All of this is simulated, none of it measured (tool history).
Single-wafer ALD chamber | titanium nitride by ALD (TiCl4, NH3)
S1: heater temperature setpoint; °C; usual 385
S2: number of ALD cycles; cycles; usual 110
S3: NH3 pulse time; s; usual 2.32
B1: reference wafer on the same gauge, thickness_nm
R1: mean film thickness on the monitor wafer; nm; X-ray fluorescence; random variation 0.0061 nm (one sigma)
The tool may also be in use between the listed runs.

run   hour   S1   S2    S3     B1     R1
  1      0  385  118  2.93  2.289   2.69
  2   16.8  385  118  2.93   2.29  2.671
  3     32  385  110  2.32  2.294  2.468
  4   40.1  385  110  2.32  2.292  2.459
  5   51.9  385  110  2.32  2.292  2.469
  6   63.7  385  110  2.32  2.296  2.471
  7   76.4  385  110  2.32  2.295  2.474
  8     87  385  110  2.32  2.296  2.478
  9    101  385  110  2.32  2.297  2.464
     116.4  -- showerhead replaced
 10  116.9  385  110  2.32  2.298  2.475
 11  126.1  385  110  2.32  2.297  2.478
 12  132.4  385  110  2.09    2.3  2.468
 13  143.8  385  110  2.09    2.3  2.464
 14    158  385  110  2.32  2.302  2.485
 15  166.9  385  110  2.32    2.3  2.482
 16  179.4  379   96  2.32  2.301  2.159
 17  187.4  385  110  3.15  2.302  2.523
 18  205.3  385  110  2.32  2.306  2.496
 19  222.1  371  118  1.85  2.305  2.572
 20  239.2  391  127  1.87  2.304  2.848
 21  248.6  385  110  2.54  2.304  2.499
 22  255.1  389  117  3.11  2.306  2.683
 23  264.3  376  127  2.81  2.304  2.891
     292.8  -- thermocouple changed; heater temperature recalibrated
 24  317.5  373  125  1.59  2.304  2.701
 25  328.2  385  110  2.32  2.307  2.487
     334.1  -- gauge calibrated
 26  334.9  385  110  2.93  2.259  2.461
 27  380.3  370  121  3.06  2.269  2.684
 28  392.8  396  110  1.52  2.273  2.419
 29  406.9  374  130  3.08  2.275  2.905
 30  421.8  385  123  1.97  2.277  2.723
 31  433.1  399   93  1.69  2.279  2.068
 32  442.6  375  110  1.78  2.279  2.386
 33    457  371  125  1.76  2.282  2.682
 34  472.7  375   98  2.32  2.285  2.165
 35  488.1  385  110  2.32  2.284  2.462
 36  495.2  399   93  1.69  2.286   2.08
 37  502.5  375  103  2.32  2.288  2.289
 38  516.5  391  110  2.83  2.288  2.513
 39  524.7  372   93  2.32  2.288  2.054
 40  532.3  385  110  2.32   2.29  2.461

The same runs without the tool's hidden state, with the same run-to-run variation:
The hidden state here: wafer temperature above the value expected at the setpoint (K); gauge reads high (%).
run     R1
  1  2.657
  2  2.637
  3  2.434
  4  2.425
  5  2.434
  6  2.434
  7  2.436
  8  2.438
  9  2.424
 10  2.433
 11  2.436
 12  2.426
 13  2.421
 14  2.441
 15  2.438
 16   2.12
 17  2.476
 18   2.45
 19  2.523
 20  2.794
 21  2.451
 22  2.632
 23  2.835
 24  2.647
 25  2.438
 26  2.463
 27  2.672
 28  2.405
 29  2.886
 30  2.702
 31   2.05
 32  2.365
 33  2.656
 34  2.142
 35  2.434
 36  2.055
 37  2.261
 38  2.481
 39  2.028
 40  2.429

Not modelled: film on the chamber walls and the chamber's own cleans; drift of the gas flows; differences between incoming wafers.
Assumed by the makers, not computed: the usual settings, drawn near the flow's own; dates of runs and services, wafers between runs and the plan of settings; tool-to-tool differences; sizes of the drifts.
